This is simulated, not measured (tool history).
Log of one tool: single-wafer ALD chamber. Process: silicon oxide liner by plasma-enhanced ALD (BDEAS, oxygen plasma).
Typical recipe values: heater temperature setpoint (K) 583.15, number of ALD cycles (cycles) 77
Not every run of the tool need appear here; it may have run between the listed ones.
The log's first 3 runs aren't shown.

| run | hour | heater temperature setpoint (K) | number of ALD cycles (cycles) | wafers since the last listed run | hours since the last thermocouple change | hours since the gauge calibration | read-back reference wafer on the same gauge, thickness_nm | mean film thickness on the monitor wafer (nm) |
|---|---|---|---|---|---|---|---|---|
| 4 | 77.1 | 583.15 | 77 | 195 | 2029.4 | 122.8 | 7.02 | 5.966 |
| 5 | 98.2 | 583.15 | 77 | 136 | 2050.5 | 143.9 | 7.019 | 5.902 |
| 6 | 132.1 | 583.15 | 77 | 219 | 2084.4 | 177.8 | 7.005 | 5.933 |
| 7 | 145.2 | 583.15 | 77 | 84 | 2097.5 | 190.9 | 7 | 5.927 |
| 8 | 168.6 | 587.15 | 77 | 151 | 2120.9 | 214.3 | 6.998 | 5.873 |
| 9 | 196.8 | 587.15 | 77 | 182 | 2149.1 | 242.5 | 6.992 | 5.865 |
| 10 | 214.7 | 587.15 | 77 | 116 | 2167 | 260.4 | 6.992 | 5.889 |
| 11 | 245.3 | 594.15 | 84 | 198 | 2197.6 | 291 | 6.984 | 6.317 |
| 12 | 258.9 | 583.15 | 82 | 88 | 2211.2 | 304.6 | 6.982 | 6.288 |
| 13 | 292.2 | 583.15 | 82 | 215 | 2244.5 | 337.9 | 6.982 | 6.305 |
| 14 | 317.3 | 583.15 | 89 | 162 | 2269.6 | 363 | 6.977 | 6.801 |
| 15 | 335.8 | 583.15 | 66 | 119 | 2288.1 | 381.5 | 6.978 | 5.061 |
|  | 358.5 | gauge calibrated |
| 16 | 368.6 | 579.15 | 84 | 212 | 2320.9 | 10.1 | 7.12 | 6.594 |
| 17 | 386.3 | 572.15 | 65 | 114 | 2338.6 | 27.8 | 7.103 | 5.156 |

Estimate the outcome of run 18 from the log above:
| 18 | 404.6 | 575.15 | 67 | 118 | 2356.9 | 46.1 | ? | ? |

{"run 18": {"read-back reference wafer on the same gauge, thickness_nm": 7.094, "mean film thickness on the monitor wafer (nm)": 5.294}}
Without the tool's hidden state the same run would have given mean film thickness on the monitor wafer (nm) 5.306.

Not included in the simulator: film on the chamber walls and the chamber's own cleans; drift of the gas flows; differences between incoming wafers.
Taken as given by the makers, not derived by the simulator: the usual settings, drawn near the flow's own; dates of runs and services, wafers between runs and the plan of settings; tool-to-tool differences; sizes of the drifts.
